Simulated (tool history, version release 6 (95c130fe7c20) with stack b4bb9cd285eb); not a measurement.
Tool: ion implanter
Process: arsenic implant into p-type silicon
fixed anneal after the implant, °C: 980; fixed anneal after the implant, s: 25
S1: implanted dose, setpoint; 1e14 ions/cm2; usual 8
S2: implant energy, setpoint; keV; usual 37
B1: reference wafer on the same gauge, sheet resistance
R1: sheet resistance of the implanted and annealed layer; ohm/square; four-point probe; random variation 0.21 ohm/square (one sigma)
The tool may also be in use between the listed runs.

run 1 hour=0 | S1=9.17 S2=37 | B1=165.02 | R1=128.56
run 2 hour=88 | S1=8 S2=37 | B1=165.01 | R1=141.56
run 3 hour=140.6 | S1=8 S2=37 | B1=165.03 | R1=141.58
run 4 hour=216.7 | S1=8 S2=37 | B1=164.95 | R1=141.7
run 5 hour=307.9 | S1=8 S2=37 | B1=164.99 | R1=141.46
run 6 hour=380.3 | S1=8 S2=28 | B1=164.99 | R1=151.38
run 7 hour=416.6 | S1=8 S2=28 | B1=164.99 | R1=151.02
run 8 hour=488.5 | S1=8 S2=28 | B1=165.05 | R1=151.26
run 9 hour=716 | S1=8 S2=27.5 | B1=164.97 | R1=151.85
run 10 hour=799 | S1=8 S2=37 | B1=165.08 | R1=142.28
run 11 hour=849.8 | S1=8 S2=37 | B1=164.97 | R1=142.2
run 12 hour=912.3 | S1=8 S2=37 | B1=165.07 | R1=141.87
run 13 hour=998.9 | S1=8 S2=37 | B1=164.99 | R1=142.11
-- hour=1008.9 extraction supply calibrated
run 14 hour=1050.5 | S1=9.64 S2=31.5 | B1=165.06 | R1=130.33
-- hour=1109.1 Faraday cup replaced and dose calibrated
run 15 hour=1129.9 | S1=10.29 S2=37 | B1=164.92 | R1=118.96
run 16 hour=1169.8 | S1=8 S2=24.5 | B1=164.99 | R1=155.53
-- hour=1228.1 gauge calibrated
run 17 hour=1275.5 | S1=6.07 S2=31 | B1=164.99 | R1=179.22
run 18 hour=1322.6 | S1=10.01 S2=29.5 | B1=164.99 | R1=129.25
run 19 hour=1402.2 | S1=8 S2=37 | B1=165.01 | R1=141.14
run 20 hour=1471.5 | S1=7.21 S2=31 | B1=165.01 | R1=158.35
run 21 hour=1558.2 | S1=9.67 S2=25.5 | B1=164.99 | R1=137.61
run 22 hour=1594.6 | S1=10.01 S2=29.5 | B1=165.01 | R1=129.38
run 23 hour=1645 | S1=8 S2=40.5 | B1=164.99 | R1=138.8
run 24 hour=1688 | S1=6.14 S2=26.5 | B1=164.96 | R1=183.29
run 25 hour=1769.7 | S1=6.31 S2=46 | B1=164.96 | R1=163.16
run 26 hour=1848.1 | S1=8 S2=37 | B1=165.06 | R1=141.34

Hidden state or all else? Some run-to-run changes of R1, split into what the settings, what came in and random variation would give without the hidden state, and what is left for the hidden state (with any gauge scatter that isn't in both results):
The hidden state here: deviation of the true dose from the Faraday cup's reading, %; deviation of the true energy from its setpoint, %; gauge reads high (%).
Run 13 -> 14: S1 8 -> 9.64, S2 37 -> 31.5, extraction supply calibrated. R1 -11.78 ohm/square: hidden state -0.22, all else -11.56.
Run 14 -> 15: S1 9.64 -> 10.29, S2 31.5 -> 37, Faraday cup replaced and dose calibrated. R1 -11.37 ohm/square: hidden state -0.94, all else -10.43.
Run 17 -> 18: S1 6.07 -> 10.01, S2 31 -> 29.5. R1 -49.97 ohm/square: hidden state +0.01, all else -49.98.
Run 23 -> 24: S1 8 -> 6.14, S2 40.5 -> 26.5. R1 +44.49 ohm/square: hidden state +0.12, all else +44.37.
